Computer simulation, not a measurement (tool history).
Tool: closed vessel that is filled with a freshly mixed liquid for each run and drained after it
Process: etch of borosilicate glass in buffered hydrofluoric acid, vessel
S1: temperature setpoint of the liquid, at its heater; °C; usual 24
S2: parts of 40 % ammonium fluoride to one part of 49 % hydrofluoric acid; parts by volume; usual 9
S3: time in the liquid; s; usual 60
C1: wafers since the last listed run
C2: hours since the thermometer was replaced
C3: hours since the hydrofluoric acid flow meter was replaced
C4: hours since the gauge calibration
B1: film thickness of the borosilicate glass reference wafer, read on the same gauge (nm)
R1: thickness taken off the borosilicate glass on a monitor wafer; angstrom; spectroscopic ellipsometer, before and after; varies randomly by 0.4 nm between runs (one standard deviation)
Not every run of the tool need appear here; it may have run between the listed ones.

run,hour,S1,S2,S3,C1,C2,C3,C4,B1,R1
1,0,24,9,60,0,2135.4,280.9,132.5,80.02,950.6
2,13.7,22,9,60,1821,2149.1,294.6,146.2,80,848.2
3,19.8,22,9,60,810,2155.2,300.7,152.3,80,857.6
4,28.4,24,9,60,1143,2163.8,309.3,160.9,80,942.2
5,42.9,24,9,60,1927,2178.3,323.8,175.4,80.01,949.7
6,53.2,24,9,60,1369,2188.6,334.1,185.7,80,953.4
7,63,24,9,60,1302,2198.4,343.9,195.5,80,949.3
8,72.5,24,9,60,1262,2207.9,353.4,205,80,949.7
9,84.2,24,9,60,1555,2219.6,365.1,216.7,79.99,953.4
10,101,24,9,60,2233,2236.4,381.9,233.5,80,961.6
11,116.5,24,7.5,40,2060,2251.9,397.4,249,79.99,785.4
12,128.9,24,7.5,40,1648,2264.3,409.8,261.4,80,786.1
13,135.3,24,7.5,40,850,2270.7,416.2,267.8,79.99,779.4
14,145.8,24,9,30,1395,2281.2,426.7,278.3,80.02,482.3
# hour 156.4: gauge calibrated
15,157.7,28,12,50,1582,2293.1,438.6,1.3,80,780.6
# hour 167.1: hydrofluoric acid flow meter replaced
16,168.2,26.5,10.5,60,1262,2303.6,1.1,11.8,79.99,951.6
17,186,24,9,60,2366,2321.4,18.9,29.6,79.99,937.5
18,196,26,12,40,1329,2331.4,28.9,39.6,80,542.6
19,211.8,22,7,45,2100,2347.2,44.7,55.4,80,839.4
20,229.3,24,7,50,2326,2364.7,62.2,72.9,80.02,1027.7
21,236.5,19.5,12,60,957,2371.9,69.4,80.1,79.99,577
22,249.1,24,9,60,1675,2384.5,82,92.7,79.99,947.9
23,259.9,24,9,60,1435,2395.3,92.8,103.5,79.99,939.4
24,267.2,24,6,90,970,2402.6,100.1,110.8,80,2141.6
25,280.6,28,6,35,1781,2416,113.5,124.2,80,1025.7
26,297.9,25.5,10.5,85,2299,2433.3,130.8,141.5,79.99,1298.8
# hour 302.2: thermometer replaced
27,313.6,26,12,80,1954,11.4,146.5,157.2,79.98,982

Run 28, settings as shown, results not yet in. Your forecast:
28,327.2,20.5,9,85,1808,25,160.1,170.8,?,?

For run 28 the tool returned B1 79.99, R1 1013 angstrom.
Minus the tool's unlogged condition, the same run would have read R1 952.3 angstrom.
